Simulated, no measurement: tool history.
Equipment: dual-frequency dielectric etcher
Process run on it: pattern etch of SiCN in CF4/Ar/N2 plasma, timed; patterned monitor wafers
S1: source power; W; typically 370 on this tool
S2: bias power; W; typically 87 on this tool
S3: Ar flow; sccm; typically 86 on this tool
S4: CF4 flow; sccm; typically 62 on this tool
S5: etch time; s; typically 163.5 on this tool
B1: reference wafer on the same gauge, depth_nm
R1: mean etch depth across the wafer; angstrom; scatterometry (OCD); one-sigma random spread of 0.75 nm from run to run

{"run": 1, "hour": 0.0, "S1": 320, "S2": 87, "S3": 86, "S4": 62, "S5": 163.5, "B1": 129, "R1": 1033}
{"run": 2, "hour": 102.1, "S1": 370, "S2": 87, "S3": 86, "S4": 62, "S5": 163.5, "B1": 129.4, "R1": 1221}
{"run": 3, "hour": 176.3, "S1": 370, "S2": 87, "S3": 86, "S4": 62, "S5": 163.5, "B1": 128.7, "R1": 1228}
{"run": 4, "hour": 260.9, "S1": 320, "S2": 87, "S3": 97, "S4": 62, "S5": 198, "B1": 129.5, "R1": 1253}
{"run": 5, "hour": 345.1, "S1": 370, "S2": 87, "S3": 98, "S4": 62, "S5": 163.5, "B1": 128.9, "R1": 1206}
{"hour": 381.4, "done": "CF4 flow controller replaced"}
{"run": 6, "hour": 402.6, "S1": 370, "S2": 75, "S3": 86, "S4": 62, "S5": 205.5, "B1": 128.8, "R1": 1465}
{"hour": 423.7, "done": "Ar flow controller replaced"}
{"hour": 454.0, "done": "wet clean of the chamber"}
{"run": 7, "hour": 454.5, "S1": 370, "S2": 87, "S3": 86, "S4": 62, "S5": 163.5, "B1": 129.1, "R1": 1202}
{"run": 8, "hour": 573.5, "S1": 370, "S2": 87, "S3": 86, "S4": 62, "S5": 163.5, "B1": 129.1, "R1": 1211}
{"hour": 630.0, "done": "bias power generator calibrated"}
{"run": 9, "hour": 674.2, "S1": 350, "S2": 97, "S3": 86, "S4": 62, "S5": 163.5, "B1": 129.2, "R1": 1194}
{"hour": 704.1, "done": "upper electrode replaced"}
{"run": 10, "hour": 782.1, "S1": 310, "S2": 106, "S3": 86, "S4": 75, "S5": 201, "B1": 129.3, "R1": 1390}
{"run": 11, "hour": 855.1, "S1": 290, "S2": 103, "S3": 86, "S4": 58, "S5": 124.5, "B1": 129, "R1": 777}
{"hour": 875.5, "done": "gauge calibrated"}
{"run": 12, "hour": 931.8, "S1": 280, "S2": 96, "S3": 79, "S4": 62, "S5": 209.5, "B1": 129.1, "R1": 1251}
{"hour": 1070.0, "done": "wet clean of the chamber"}
{"run": 13, "hour": 1100.3, "S1": 370, "S2": 87, "S3": 86, "S4": 54, "S5": 132, "B1": 129, "R1": 964}
{"run": 14, "hour": 1153.1, "S1": 370, "S2": 87, "S3": 86, "S4": 62, "S5": 163.5, "B1": 128.7, "R1": 1208}
{"run": 15, "hour": 1247.7, "S1": 370, "S2": 87, "S3": 86, "S4": 72, "S5": 163.5, "B1": 129.3, "R1": 1238}

Run 16 comes next. What will it give?
{"run": 16, "hour": 1288.1, "S1": 370, "S2": 94, "S3": 105, "S4": 70, "S5": 207, "B1": "?", "R1": "?"}

B1: 128.9
R1: 1557 angstrom
Without the tool's hidden state the same run would have given R1 1527 angstrom.

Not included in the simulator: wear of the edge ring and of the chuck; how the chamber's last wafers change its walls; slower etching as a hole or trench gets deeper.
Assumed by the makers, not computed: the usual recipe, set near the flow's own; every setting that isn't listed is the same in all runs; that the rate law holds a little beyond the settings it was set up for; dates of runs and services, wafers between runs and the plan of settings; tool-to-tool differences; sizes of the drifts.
